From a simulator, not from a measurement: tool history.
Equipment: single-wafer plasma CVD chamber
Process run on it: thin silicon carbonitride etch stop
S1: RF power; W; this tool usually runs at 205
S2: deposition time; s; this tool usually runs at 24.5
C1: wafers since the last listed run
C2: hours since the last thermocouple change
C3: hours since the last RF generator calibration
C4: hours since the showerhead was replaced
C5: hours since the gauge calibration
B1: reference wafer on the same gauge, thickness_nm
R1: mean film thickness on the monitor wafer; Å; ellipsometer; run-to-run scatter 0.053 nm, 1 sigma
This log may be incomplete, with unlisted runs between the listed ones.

{"run": 1, "hour": 0.0, "S1": 205, "S2": 24.5, "C1": 0, "C2": 1733.9, "C3": 1507.5, "C4": 6837.8, "C5": 897.3, "B1": 15.899, "R1": 153.37}
{"run": 2, "hour": 82.5, "S1": 205, "S2": 24.5, "C1": 1993, "C2": 1816.4, "C3": 1590.0, "C4": 6920.3, "C5": 979.8, "B1": 15.897, "R1": 153.49}
{"run": 3, "hour": 170.9, "S1": 205, "S2": 20.9, "C1": 2135, "C2": 1904.8, "C3": 1678.4, "C4": 7008.7, "C5": 1068.2, "B1": 15.91, "R1": 130.12}
{"run": 4, "hour": 222.7, "S1": 205, "S2": 20.9, "C1": 1251, "C2": 1956.6, "C3": 1730.2, "C4": 7060.5, "C5": 1120.0, "B1": 15.895, "R1": 130.14}
{"run": 5, "hour": 320.4, "S1": 205, "S2": 24.5, "C1": 2360, "C2": 2054.3, "C3": 1827.9, "C4": 7158.2, "C5": 1217.7, "B1": 15.907, "R1": 152.12}
{"run": 6, "hour": 420.2, "S1": 205, "S2": 24.5, "C1": 2411, "C2": 2154.1, "C3": 1927.7, "C4": 7258.0, "C5": 1317.5, "B1": 15.894, "R1": 152.68}
{"run": 7, "hour": 466.2, "S1": 205, "S2": 24.5, "C1": 1111, "C2": 2200.1, "C3": 1973.7, "C4": 7304.0, "C5": 1363.5, "B1": 15.896, "R1": 152.96}
{"run": 8, "hour": 551.3, "S1": 205, "S2": 24.5, "C1": 2056, "C2": 2285.2, "C3": 2058.8, "C4": 7389.1, "C5": 1448.6, "B1": 15.904, "R1": 153.07}
{"run": 9, "hour": 588.2, "S1": 205, "S2": 24.5, "C1": 891, "C2": 2322.1, "C3": 2095.7, "C4": 7426.0, "C5": 1485.5, "B1": 15.912, "R1": 153.52}
{"run": 10, "hour": 660.3, "S1": 205, "S2": 24.5, "C1": 1742, "C2": 2394.2, "C3": 2167.8, "C4": 7498.1, "C5": 1557.6, "B1": 15.887, "R1": 152.24}
{"run": 11, "hour": 712.8, "S1": 205, "S2": 23.2, "C1": 1268, "C2": 2446.7, "C3": 2220.3, "C4": 7550.6, "C5": 1610.1, "B1": 15.902, "R1": 143.82}
{"run": 12, "hour": 771.9, "S1": 205, "S2": 23.2, "C1": 1428, "C2": 2505.8, "C3": 2279.4, "C4": 7609.7, "C5": 1669.2, "B1": 15.89, "R1": 144.19}
{"hour": 812.8, "done": "thermocouple changed; heater temperature recalibrated"}
{"hour": 826.9, "done": "RF generator calibrated"}
{"run": 13, "hour": 835.0, "S1": 205, "S2": 24.5, "C1": 1138, "C2": 22.2, "C3": 8.1, "C4": 7672.8, "C5": 1732.3, "B1": 15.894, "R1": 156.26}
{"run": 14, "hour": 914.1, "S1": 205, "S2": 24.5, "C1": 1911, "C2": 101.3, "C3": 87.2, "C4": 7751.9, "C5": 1811.4, "B1": 15.89, "R1": 155.34}
{"hour": 994.5, "done": "showerhead replaced"}
{"run": 15, "hour": 1009.6, "S1": 190, "S2": 28.1, "C1": 2114, "C2": 196.8, "C3": 182.7, "C4": 15.1, "C5": 1906.9, "B1": 15.884, "R1": 173.14}
{"run": 16, "hour": 1061.1, "S1": 225, "S2": 20.6, "C1": 1244, "C2": 248.3, "C3": 234.2, "C4": 66.6, "C5": 1958.4, "B1": 15.914, "R1": 132.89}
{"hour": 1146.3, "done": "gauge calibrated"}
{"run": 17, "hour": 1165.5, "S1": 245, "S2": 24.5, "C1": 2522, "C2": 352.7, "C3": 338.6, "C4": 171.0, "C5": 19.2, "B1": 15.901, "R1": 161.0}
{"run": 18, "hour": 1226.8, "S1": 240, "S2": 26.5, "C1": 1481, "C2": 414.0, "C3": 399.9, "C4": 232.3, "C5": 80.5, "B1": 15.906, "R1": 172.58}
{"run": 19, "hour": 1274.7, "S1": 205, "S2": 28.1, "C1": 1157, "C2": 461.9, "C3": 447.8, "C4": 280.2, "C5": 128.4, "B1": 15.906, "R1": 176.42}
{"run": 20, "hour": 1368.1, "S1": 170, "S2": 28.8, "C1": 2256, "C2": 555.3, "C3": 541.2, "C4": 373.6, "C5": 221.8, "B1": 15.906, "R1": 174.68}
{"run": 21, "hour": 1429.2, "S1": 205, "S2": 24.5, "C1": 1476, "C2": 616.4, "C3": 602.3, "C4": 434.7, "C5": 282.9, "B1": 15.894, "R1": 154.16}
{"run": 22, "hour": 1502.8, "S1": 230, "S2": 27.5, "C1": 1778, "C2": 690.0, "C3": 675.9, "C4": 508.3, "C5": 356.5, "B1": 15.906, "R1": 176.77}
{"run": 23, "hour": 1602.8, "S1": 195, "S2": 29.1, "C1": 2416, "C2": 790.0, "C3": 775.9, "C4": 608.3, "C5": 456.5, "B1": 15.898, "R1": 179.24}
{"run": 24, "hour": 1665.3, "S1": 230, "S2": 19.7, "C1": 1510, "C2": 852.5, "C3": 838.4, "C4": 670.8, "C5": 519.0, "B1": 15.874, "R1": 127.17}
{"run": 25, "hour": 1710.1, "S1": 185, "S2": 27.0, "C1": 1082, "C2": 897.3, "C3": 883.2, "C4": 715.6, "C5": 563.8, "B1": 15.916, "R1": 164.68}
{"run": 26, "hour": 1810.4, "S1": 205, "S2": 20.2, "C1": 2423, "C2": 997.6, "C3": 983.5, "C4": 815.9, "C5": 664.1, "B1": 15.919, "R1": 126.71}
{"run": 27, "hour": 1881.0, "S1": 205, "S2": 24.5, "C1": 1705, "C2": 1068.2, "C3": 1054.1, "C4": 886.5, "C5": 734.7, "B1": 15.91, "R1": 153.47}
{"run": 28, "hour": 1988.5, "S1": 225, "S2": 26.8, "C1": 2597, "C2": 1175.7, "C3": 1161.6, "C4": 994.0, "C5": 842.2, "B1": 15.899, "R1": 170.26}

Alternative continuations, all from the tool just after run 28; predict every row:
{"run": "A", "hour": 1988.9, "S1": 205, "S2": 28.7, "C1": 9, "C2": 1176.1, "C3": 1162.0, "C4": 994.4, "C5": 842.6, "B1": "?", "R1": "?"}
{"run": "B", "hour": 1988.9, "S1": 230, "S2": 22.5, "C1": 9, "C2": 1176.1, "C3": 1162.0, "C4": 994.4, "C5": 842.6, "B1": "?", "R1": "?"}
{"run": "C", "hour": 1988.9, "S1": 235, "S2": 24.5, "C1": 9, "C2": 1176.1, "C3": 1162.0, "C4": 994.4, "C5": 842.6, "B1": "?", "R1": "?"}
{"run": "D", "hour": 1988.9, "S1": 230, "S2": 26.6, "C1": 9, "C2": 1176.1, "C3": 1162.0, "C4": 994.4, "C5": 842.6, "B1": "?", "R1": "?"}

run=A B1=15.910 R1=178.98
run=B B1=15.910 R1=144.00
run=C B1=15.910 R1=157.58
run=D B1=15.910 R1=170.24
The same runs, with their run-to-run variation unchanged, on a tool lacking any hidden condition would have given:
run=A R1=182.34
run=B R1=146.71
run=C R1=160.54
run=D R1=173.44

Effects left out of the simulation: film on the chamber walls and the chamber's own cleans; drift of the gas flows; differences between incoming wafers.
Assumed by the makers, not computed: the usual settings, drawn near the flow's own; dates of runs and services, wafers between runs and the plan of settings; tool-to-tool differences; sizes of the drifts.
